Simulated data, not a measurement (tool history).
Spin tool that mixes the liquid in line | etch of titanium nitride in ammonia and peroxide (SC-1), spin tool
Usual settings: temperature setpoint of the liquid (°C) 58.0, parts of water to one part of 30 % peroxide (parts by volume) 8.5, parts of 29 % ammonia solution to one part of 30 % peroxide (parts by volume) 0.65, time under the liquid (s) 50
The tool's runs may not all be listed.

run	hour	temperature setpoint of the liquid (°C)	parts of water to one part of 30 % peroxide (parts by volume)	parts of 29 % ammonia solution to one part of 30 % peroxide (parts by volume)	time under the liquid (s)	read-back film thickness of the titanium nitride reference wafer, read on the same gauge (nm)	thickness taken off the titanium nitride on a monitor wafer (angstrom)
1	0.0	58.0	8.5	0.65	50	120.00	41.4
2	27.1	58.0	8.5	0.65	50	120.00	40.2
3	50.1	58.0	8.5	0.65	50	119.99	40.5
4	66.1	58.0	8.5	0.85	35	120.01	29.7
5	88.4	58.0	8.5	0.85	35	119.98	29.6
6	108.3	58.0	8.5	0.65	50	120.01	40.1
7	133.6	58.0	8.5	0.65	50	119.99	40.1
8	147.5	51.5	6.5	0.80	20	120.02	16.5
9	173.7	50.5	5.0	0.55	50	120.03	40.7
10	191.4	58.0	8.5	0.65	50	120.00	53.8
11	211.3	58.0	8.5	0.90	50	119.99	56.3
12	231.1	58.0	8.5	0.65	50	119.98	53.5
13	247.7	61.5	8.5	0.50	50	119.99	65.2
14	282.0	58.0	8.5	0.65	50	120.01	53.4
15	298.5	58.0	8.5	0.65	25	120.00	26.4
16	313.6	58.0	10.5	0.65	50	119.99	48.0
17	371.8	65.0	8.5	0.50	50	120.01	78.6
18	396.8	58.0	8.5	0.65	65	120.01	68.1
19	432.1	67.5	12.5	0.40	75	120.00	110.5
20	463.5	62.0	6.5	0.45	50	119.99	72.1
21	490.5	51.5	8.5	0.75	25	120.00	17.1
22	505.0	66.0	6.0	0.55	40	120.01	80.1
23	526.4	58.0	11.0	0.65	50	120.02	44.9
24	548.2	58.0	8.5	0.65	40	120.01	41.4
25	570.9	52.0	8.5	0.55	50	120.00	33.5

Not shown: 6 entries that the log had between the listed runs. Between which runs, and how does the tool's hidden state differ before and after?
Between runs 1 and 2: ammonia flow meter replaced (hour 1.5)
  temperature lost on the way to the wafer (K): 4.68 -> 4.72
  measured less the result without the state, thickness taken off the titanium nitride on a monitor wafer (angstrom): -15.3 -> -15.1
Between runs 7 and 8: heated supply line repaired (hour 140.8)
  temperature lost on the way to the wafer (K): 4.88 -> 0.488
  measured less the result without the state, thickness taken off the titanium nitride on a monitor wafer (angstrom): -15.5 -> -0.5
Between runs 12 and 13: thermometer replaced (hour 244.2)
  temperature lost on the way to the wafer (K): 0.614 -> 0.639
  measured less the result without the state, thickness taken off the titanium nitride on a monitor wafer (angstrom): -2.2 -> -2.8
Between runs 13 and 14: gauge calibrated (hour 251.0); new drum of ammonia solution connected (hour 255.9)
  temperature lost on the way to the wafer (K): 0.639 -> 0.69
  measured less the result without the state, thickness taken off the titanium nitride on a monitor wafer (angstrom): -2.8 -> -2.5
Between runs 21 and 22: new drum of ammonia solution connected (hour 502.6)
  temperature lost on the way to the wafer (K): 1 -> 1.03
  measured less the result without the state, thickness taken off the titanium nitride on a monitor wafer (angstrom): -1.2 -> -5.4

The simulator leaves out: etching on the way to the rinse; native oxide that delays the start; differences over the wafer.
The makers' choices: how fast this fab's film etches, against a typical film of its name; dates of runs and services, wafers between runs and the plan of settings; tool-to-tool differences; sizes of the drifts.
